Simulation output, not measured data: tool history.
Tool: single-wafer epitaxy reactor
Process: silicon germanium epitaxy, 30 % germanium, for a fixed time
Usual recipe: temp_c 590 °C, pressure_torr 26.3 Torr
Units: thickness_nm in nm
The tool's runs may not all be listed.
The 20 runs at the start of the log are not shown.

run	day	temp_c	pressure_torr	wafers since the last listed run	hours since the last pyrometer calibration	hours since the last manometer calibration	hours since the showerhead was replaced	hours since the gauge calibration	read-back reference wafer on the same gauge, thickness_nm	thickness_nm
21	54.862	590	26.3	653	245.7	1055.8	127.5	484.1	52.307	47.837
22	57.550	600	26.3	679	310.2	1120.3	192.0	548.6	52.286	59.897
23	58.650	576	26.3	277	336.6	1146.7	218.4	575.0	52.273	35.655
24	61.088	585	26.3	616	395.1	1205.2	276.9	633.5	52.263	43.062
25	62.971	598	26.3	475	440.3	1250.4	322.1	678.7	52.297	57.396
26	65.188	586	30.2	560	493.5	1303.6	375.3	731.9	52.188	46.047
27	67.900	590	28.3	685	558.6	1368.7	440.4	797.0	52.195	49.279
28	69.054	599	20.0	291	586.3	1396.4	468.1	824.7	52.206	53.433
29	70.308	590	26.3	316	616.4	1426.5	498.2	854.8	52.139	47.804
30	71.696	590	26.3	350	649.7	1459.8	531.5	888.1	52.033	48.288
31	74.371	580	27.8	676	713.9	1524.0	595.7	952.3	52.003	39.539
32	76.692	590	26.3	586	769.6	1579.7	651.4	1008.0	52.018	48.042
33	79.121	595	31.5	613	827.9	1638.0	709.7	1066.3	51.968	56.248
34	80.362	596	26.3	313	857.7	1667.8	739.5	1096.1	51.947	53.856

5 ways to go on from here, each from the tool as it stands after run 34. What would each give?
A	80.379	590	28.4	4	858.1	1668.2	739.9	1096.5	?	?
B	80.379	597	23.6	4	858.1	1668.2	739.9	1096.5	?	?
C	80.379	598	28.7	4	858.1	1668.2	739.9	1096.5	?	?
D	80.379	590	32.0	4	858.1	1668.2	739.9	1096.5	?	?
E	80.379	600	22.0	4	858.1	1668.2	739.9	1096.5	?	?

run	read-back reference wafer on the same gauge, thickness_nm	thickness_nm
A	51.872	49.153
B	51.872	53.727
C	51.872	58.384
D	51.872	51.111
E	51.872	55.966
With the hidden condition removed and each run's random variation left untouched, the same runs would have given:
run	thickness_nm
A	49.563
B	54.175
C	58.870
D	51.536
E	56.432

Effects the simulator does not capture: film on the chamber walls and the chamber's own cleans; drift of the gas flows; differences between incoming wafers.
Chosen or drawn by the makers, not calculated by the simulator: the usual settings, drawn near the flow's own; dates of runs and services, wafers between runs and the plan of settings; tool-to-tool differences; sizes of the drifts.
